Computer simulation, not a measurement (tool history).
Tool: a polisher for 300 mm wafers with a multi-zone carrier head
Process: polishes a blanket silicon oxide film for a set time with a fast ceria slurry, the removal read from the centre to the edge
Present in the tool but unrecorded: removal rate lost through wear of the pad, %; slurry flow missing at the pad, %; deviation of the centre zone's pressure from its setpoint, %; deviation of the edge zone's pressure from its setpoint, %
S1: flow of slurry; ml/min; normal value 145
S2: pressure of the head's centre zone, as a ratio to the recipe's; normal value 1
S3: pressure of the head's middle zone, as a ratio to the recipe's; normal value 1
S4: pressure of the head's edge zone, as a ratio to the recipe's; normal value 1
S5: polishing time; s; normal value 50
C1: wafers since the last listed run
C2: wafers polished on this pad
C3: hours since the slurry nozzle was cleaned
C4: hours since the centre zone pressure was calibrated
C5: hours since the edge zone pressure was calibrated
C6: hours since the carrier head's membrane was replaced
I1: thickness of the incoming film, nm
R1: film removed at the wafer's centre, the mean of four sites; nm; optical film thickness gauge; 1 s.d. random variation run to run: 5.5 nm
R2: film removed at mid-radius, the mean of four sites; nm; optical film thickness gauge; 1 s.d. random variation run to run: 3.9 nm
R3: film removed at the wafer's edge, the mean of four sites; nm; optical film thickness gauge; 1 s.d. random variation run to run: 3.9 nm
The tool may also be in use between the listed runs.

Run 1, hour 0: usual settings; C1 0; C2 616; C3 739.3; C4 709.8; C5 721.6; C6 1099.8; I1 3164.4. Result: R1 410.3 nm, R2 409.4 nm, R3 416.6 nm.
Run 2, hour 9.6: usual settings; C1 82; C2 698; C3 748.9; C4 719.4; C5 731.2; C6 1109.4; I1 3178.4. Result: R1 410.2 nm, R2 409.8 nm, R3 408.3 nm.
Run 3, hour 26.1: usual settings; C1 141; C2 839; C3 765.4; C4 735.9; C5 747.7; C6 1125.9; I1 3154.6. Result: R1 408.5 nm, R2 403.6 nm, R3 407.6 nm.
Run 4, hour 33.1: usual settings; C1 60; C2 899; C3 772.4; C4 742.9; C5 754.7; C6 1132.9; I1 3119.6. Result: R1 408.5 nm, R2 401.1 nm, R3 417.2 nm.
At hour 35.3: centre zone pressure recalibrated.
At hour 44: carrier head's membrane replaced by a new one.
Run 5, hour 48.5: usual settings but S2 1.06, S3 1.08, S4 0.95; C1 72; C2 971; C3 787.8; C4 13.2; C5 770.1; C6 4.5; I1 3193.7. Result: R1 428.9 nm, R2 434.2 nm, R3 402 nm.
Run 6, hour 55.7: usual settings but S1 115 ml/min, S5 45 s; C1 61; C2 1033; C3 795; C4 20.4; C5 777.3; C6 11.7; I1 3175.5. Result: R1 349.4 nm, R2 349 nm, R3 365.7 nm.
Run 7, hour 67.7: usual settings but S2 0.89, S4 0.9; C1 102; C2 1136; C3 807; C4 32.4; C5 789.3; C6 23.7; I1 3174.2. Result: R1 381.7 nm, R2 408.3 nm, R3 397.6 nm.
At hour 72.3: slurry nozzle cleaned.
At hour 81.7: edge zone pressure recalibrated.
Run 8, hour 105.8: usual settings but S1 170 ml/min, S3 1.06, S5 58 s; C1 300; C2 1437; C3 33.5; C4 70.5; C5 24.1; C6 61.8; I1 3173.9. Result: R1 530.7 nm, R2 538.1 nm, R3 519.3 nm.
At hour 118.6: worn pad replaced by a new one.
Run 9, hour 122.4: usual settings but S1 125 ml/min; C1 108; C2 32; C3 50.1; C4 87.1; C5 40.7; C6 78.4; I1 3196.4. Result: R1 429.7 nm, R2 418.8 nm, R3 421 nm.
Run 10, hour 138.5: usual settings but S1 130 ml/min, S4 1.11; C1 138; C2 170; C3 66.2; C4 103.2; C5 56.8; C6 94.5; I1 3154.7. Result: R1 434.6 nm, R2 420.7 nm, R3 444.1 nm.
Run 11, hour 144.6: usual settings but S4 1.04; C1 52; C2 222; C3 72.3; C4 109.3; C5 62.9; C6 100.6; I1 3156.8. Result: R1 432.6 nm, R2 427 nm, R3 432.7 nm.
Run 12, hour 152.4: usual settings; C1 66; C2 289; C3 80.1; C4 117.1; C5 70.7; C6 108.4; I1 3128.5. Result: R1 434.7 nm, R2 432 nm, R3 430.5 nm.
Run 13, hour 159.8: usual settings but S2 1.09; C1 63; C2 352; C3 87.5; C4 124.5; C5 78.1; C6 115.8; I1 3206.4. Result: R1 463 nm, R2 423.6 nm, R3 429 nm.
Run 14, hour 167.1: usual settings but S2 1.06, S4 0.91; C1 62; C2 415; C3 94.8; C4 131.8; C5 85.4; C6 123.1; I1 3157.9. Result: R1 450.6 nm, R2 432.3 nm, R3 410.1 nm.
Run 15, hour 177.7: usual settings but S1 170 ml/min; C1 90; C2 506; C3 105.4; C4 142.4; C5 96; C6 133.7; I1 3143.9. Result: R1 443.2 nm, R2 443.5 nm, R3 433.1 nm.
Run 16, hour 189.1: usual settings but S1 120 ml/min, S2 1.08, S3 0.97, S5 36 s; C1 97; C2 604; C3 116.8; C4 153.8; C5 107.4; C6 145.1; I1 3153.6. Result: R1 310.2 nm, R2 291.1 nm, R3 300.4 nm.
Run 17, hour 206.8: usual settings but S2 1.06, S3 1.09, S4 0.9; C1 151; C2 755; C3 134.5; C4 171.5; C5 125.1; C6 162.8; I1 3162.2. Result: R1 451.9 nm, R2 456.2 nm, R3 402.8 nm.
Run 18, hour 217.6: usual settings but S2 1.1, S3 1.12; C1 92; C2 848; C3 145.3; C4 182.3; C5 135.9; C6 173.6; I1 3214.8. Result: R1 456.5 nm, R2 470.8 nm, R3 425.5 nm.
Run 19, hour 227.9: usual settings; C1 88; C2 936; C3 155.6; C4 192.6; C5 146.2; C6 183.9; I1 3135.7. Result: R1 429.2 nm, R2 426.2 nm, R3 423.5 nm.
Run 20, hour 236.1: usual settings but S1 165 ml/min; C1 70; C2 1006; C3 163.8; C4 200.8; C5 154.4; C6 192.1; I1 3156.4. Result: R1 447.1 nm, R2 427.8 nm, R3 431.5 nm.
Run 21, hour 253.8: usual settings but S1 120 ml/min, S2 0.96, S4 0.94; C1 151; C2 1158; C3 181.5; C4 218.5; C5 172.1; C6 209.8; I1 3155.7. Result: R1 402.9 nm, R2 408.7 nm, R3 408.5 nm.
Run 22, hour 260.3: usual settings but S1 180 ml/min, S3 0.91, S4 1.11, S5 67 s; C1 55; C2 1214; C3 188; C4 225; C5 178.6; C6 216.3; I1 3185.4. Result: R1 597.5 nm, R2 542 nm, R3 615.1 nm.
Run 23, hour 267.3: usual settings but S3 1.05; C1 60; C2 1274; C3 195; C4 232; C5 185.6; C6 223.3; I1 3180.2. Result: R1 424.7 nm, R2 443.1 nm, R3 422.9 nm.

Forecast each of these 3 alternatives for the next run:
Run A, hour 267.7: usual settings; C1 3; C2 1277; C3 195.4; C4 232.4; C5 186; C6 223.7; I1 3113.1. Result: R1 ?, R2 ?, R3 ?.
Run B, hour 267.7: usual settings but S2 0.97, S3 0.97, S4 0.91; C1 3; C2 1277; C3 195.4; C4 232.4; C5 186; C6 223.7; I1 3113.1. Result: R1 ?, R2 ?, R3 ?.
Run C, hour 267.7: usual settings but S1 165 ml/min, S2 1.04; C1 3; C2 1277; C3 195.4; C4 232.4; C5 186; C6 223.7; I1 3113.1. Result: R1 ?, R2 ?, R3 ?.

run     R1     R2     R3
  A    431  420.4  423.7
  B  422.5  409.9  405.7
  C  452.2  428.7  429.6
Without the tool's hidden state the same runs would have given:
run     R1     R2     R3
  A  450.8  437.3  435.7
  B  441.9  426.4  417.2
  C  471.2  444.5  440.9
